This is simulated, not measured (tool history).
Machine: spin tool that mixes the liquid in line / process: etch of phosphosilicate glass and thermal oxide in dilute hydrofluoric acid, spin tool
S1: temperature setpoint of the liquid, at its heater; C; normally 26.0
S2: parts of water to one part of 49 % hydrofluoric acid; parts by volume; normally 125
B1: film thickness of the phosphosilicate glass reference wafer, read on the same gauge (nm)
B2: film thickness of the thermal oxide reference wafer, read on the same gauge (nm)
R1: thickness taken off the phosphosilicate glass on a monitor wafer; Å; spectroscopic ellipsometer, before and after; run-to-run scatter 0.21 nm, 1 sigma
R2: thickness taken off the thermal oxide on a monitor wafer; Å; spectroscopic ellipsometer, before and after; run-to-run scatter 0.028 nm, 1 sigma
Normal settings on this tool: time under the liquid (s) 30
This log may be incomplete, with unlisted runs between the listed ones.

{"run": 1, "day": 0.0, "S1": 26.0, "S2": 125, "time under the liquid (s)": 30, "B1": 49.98, "B2": 89.979, "R1": 279.8, "R2": 14.74}
{"run": 2, "day": 2.096, "S1": 22.5, "S2": 125, "time under the liquid (s)": 30, "B1": 50.01, "B2": 90.011, "R1": 244.8, "R2": 13.2}
{"run": 3, "day": 4.1, "S1": 22.5, "S2": 125, "time under the liquid (s)": 30, "B1": 49.99, "B2": 90.017, "R1": 245.2, "R2": 12.39}
{"run": 4, "day": 6.271, "S1": 24.5, "S2": 125, "time under the liquid (s)": 30, "B1": 49.99, "B2": 89.984, "R1": 269.7, "R2": 13.62}
{"run": 5, "day": 8.338, "S1": 24.5, "S2": 125, "time under the liquid (s)": 30, "B1": 50.0, "B2": 89.989, "R1": 268.6, "R2": 14.04}
{"run": 6, "day": 9.65, "S1": 24.5, "S2": 125, "time under the liquid (s)": 30, "B1": 50.01, "B2": 90.009, "R1": 270.8, "R2": 13.81}
{"run": 7, "day": 10.938, "S1": 26.0, "S2": 125, "time under the liquid (s)": 30, "B1": 49.99, "B2": 89.979, "R1": 287.4, "R2": 14.79}
{"run": 8, "day": 13.088, "S1": 26.0, "S2": 125, "time under the liquid (s)": 30, "B1": 50.0, "B2": 90.006, "R1": 290.7, "R2": 14.47}
{"run": 9, "day": 21.508, "S1": 26.0, "S2": 125, "time under the liquid (s)": 30, "B1": 50.01, "B2": 89.984, "R1": 296.0, "R2": 15.53}
{"run": 10, "day": 23.638, "S1": 26.0, "S2": 125, "time under the liquid (s)": 30, "B1": 50.03, "B2": 90.008, "R1": 303.0, "R2": 15.14}
{"run": 11, "day": 25.396, "S1": 22.0, "S2": 95, "time under the liquid (s)": 30, "B1": 49.96, "B2": 89.993, "R1": 353.7, "R2": 17.75}
{"day": 25.962, "done": "hydrofluoric acid flow meter replaced"}
{"run": 12, "day": 27.988, "S1": 22.0, "S2": 95, "time under the liquid (s)": 30, "B1": 50.01, "B2": 90.013, "R1": 319.1, "R2": 16.32}
{"day": 29.046, "done": "thermometer replaced"}
{"run": 13, "day": 30.554, "S1": 26.0, "S2": 125, "time under the liquid (s)": 30, "B1": 49.99, "B2": 89.984, "R1": 248.1, "R2": 12.02}
{"day": 30.592, "done": "gauge calibrated"}
{"run": 14, "day": 33.254, "S1": 29.5, "S2": 150, "time under the liquid (s)": 20, "B1": 50.0, "B2": 89.987, "R1": 150.4, "R2": 7.83}
{"run": 15, "day": 35.5, "S1": 22.5, "S2": 125, "time under the liquid (s)": 30, "B1": 49.99, "B2": 90.004, "R1": 218.4, "R2": 11.3}
{"run": 16, "day": 38.05, "S1": 29.5, "S2": 85, "time under the liquid (s)": 30, "B1": 49.97, "B2": 90.014, "R1": 446.6, "R2": 22.06}
{"run": 17, "day": 40.421, "S1": 26.0, "S2": 125, "time under the liquid (s)": 30, "B1": 50.0, "B2": 89.977, "R1": 251.9, "R2": 12.88}
{"run": 18, "day": 41.654, "S1": 26.0, "S2": 160, "time under the liquid (s)": 40, "B1": 50.01, "B2": 89.971, "R1": 254.0, "R2": 13.48}
{"run": 19, "day": 44.288, "S1": 24.0, "S2": 125, "time under the liquid (s)": 50, "B1": 50.01, "B2": 89.999, "R1": 388.0, "R2": 20.29}
{"run": 20, "day": 47.104, "S1": 22.5, "S2": 145, "time under the liquid (s)": 45, "B1": 50.0, "B2": 89.992, "R1": 290.5, "R2": 14.29}
{"run": 21, "day": 48.504, "S1": 26.0, "S2": 125, "time under the liquid (s)": 35, "B1": 49.99, "B2": 90.038, "R1": 305.5, "R2": 15.3}
{"run": 22, "day": 50.858, "S1": 24.0, "S2": 125, "time under the liquid (s)": 30, "B1": 50.0, "B2": 90.002, "R1": 242.8, "R2": 12.53}
{"run": 23, "day": 52.833, "S1": 26.0, "S2": 125, "time under the liquid (s)": 30, "B1": 50.02, "B2": 89.985, "R1": 264.7, "R2": 13.07}
{"run": 24, "day": 54.246, "S1": 26.0, "S2": 125, "time under the liquid (s)": 40, "B1": 50.02, "B2": 89.989, "R1": 350.7, "R2": 18.68}
{"run": 25, "day": 55.254, "S1": 26.0, "S2": 145, "time under the liquid (s)": 40, "B1": 49.99, "B2": 90.016, "R1": 301.6, "R2": 15.76}

Some steps in R1, run to run, broken into two amounts with sign: the step expected even without the hidden condition (settings, incoming material, random variation), and the rest, left for the hidden condition together with whatever gauge scatter is not in both the measured and the hidden-condition-free result:
Hidden conditions of the tool in this case: liquid hotter than its thermometer reads (K); hydrofluoric acid flow above the setpoint (%); gauge reads high (%).
Run 11 -> 12: hydrofluoric acid flow meter replaced. R1 -34.6 Å: hidden state -37.0, all else +2.4.
Run 12 -> 13: S1 22.0 -> 26.0, S2 95 -> 125, thermometer replaced. R1 -71.0 Å: hidden state -31.6, all else -39.4.
Run 15 -> 16: S1 22.5 -> 29.5, S2 125 -> 85. R1 +228.2 Å: hidden state +13.8, all else +214.4.
Run 16 -> 17: S1 29.5 -> 26.0, S2 85 -> 125. R1 -194.7 Å: hidden state -8.3, all else -186.4.
